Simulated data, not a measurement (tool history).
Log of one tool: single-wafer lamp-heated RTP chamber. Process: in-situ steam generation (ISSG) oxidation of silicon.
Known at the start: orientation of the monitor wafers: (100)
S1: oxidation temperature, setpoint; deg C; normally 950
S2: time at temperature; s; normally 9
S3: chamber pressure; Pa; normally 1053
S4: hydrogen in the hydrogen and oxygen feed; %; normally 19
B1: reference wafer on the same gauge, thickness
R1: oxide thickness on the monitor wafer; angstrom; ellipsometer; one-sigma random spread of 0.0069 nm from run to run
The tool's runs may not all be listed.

run,day,S1,S2,S3,S4,B1,R1
1,0.000,950,9,1053,19,3.082,30.74
2,0.662,950,9,1053,19,3.082,30.68
3,1.338,950,9,1053,19,3.081,30.63
4,1.979,955,9,1053,19,3.079,31.01
5,3.117,955,9,1053,19,3.081,30.95
6,3.567,955,9,1053,19,3.082,31.13
7,4.088,950,9,1160,19,3.079,30.68
8,4.479,950,9,1053,19,3.079,30.59
9,5.046,950,7,1053,11,3.080,24.49
10,5.529,930,7,1053,19,3.079,27.21
11,6.142,936,9,1053,19,3.084,29.92
12,6.708,961,7,947,11,3.082,24.73
13,7.696,950,8,1053,23,3.078,31.04
14,7.767,944,9,1053,19,3.079,30.42
15,8.338,956,9,1053,25,3.078,33.44
16,8.929,950,9,1053,11,3.078,26.81
17,9.200,961,7,947,11,3.081,24.79
18,9.496,950,9,920,19,3.077,30.46
19,9.900,943,9,1053,19,3.081,30.18
20,11.088,950,9,1053,19,3.079,30.65
21,11.504,962,9,1133,14,3.082,29.10
22,11.804,931,13,1173,12,3.080,30.24
23,13.750,958,9,1053,19,3.080,31.12
24,14.142,950,9,1053,19,3.080,30.66
25,14.800,950,11,920,19,3.080,32.74
26,15.542,962,11,920,16,3.079,32.25
27,16.029,950,7,1213,24,3.080,29.57
28,16.383,950,9,1053,19,3.079,30.66
29,16.654,970,9,1053,14,3.077,29.83
30,16.933,950,11,920,19,3.077,32.88
31,17.192,950,11,1053,19,3.081,32.98
32,17.854,945,9,1053,22,3.084,31.55

Removed from this log: 5 entries logged between the listed runs. Between which two listed runs does each belong, and how does the tool's hidden state at the listed run before it compare with that at the listed run after it?
After run 3, before run 4: pyrometer window cleaned and pyrometer calibrated (day 1.958)
  no difference in the tool's unlogged condition between these two runs
After run 4, before run 5: gauge calibrated (day 2.325)
  no difference in the tool's unlogged condition between these two runs
After run 12, before run 13: pyrometer window cleaned and pyrometer calibrated (day 7.675)
  no difference in the tool's unlogged condition between these two runs
After run 19, before run 20: pressure gauge zeroed (day 10.983)
  no difference in the tool's unlogged condition between these two runs
After run 22, before run 23: pyrometer window cleaned and pyrometer calibrated (day 13.496)
  no difference in the tool's unlogged condition between these two runs
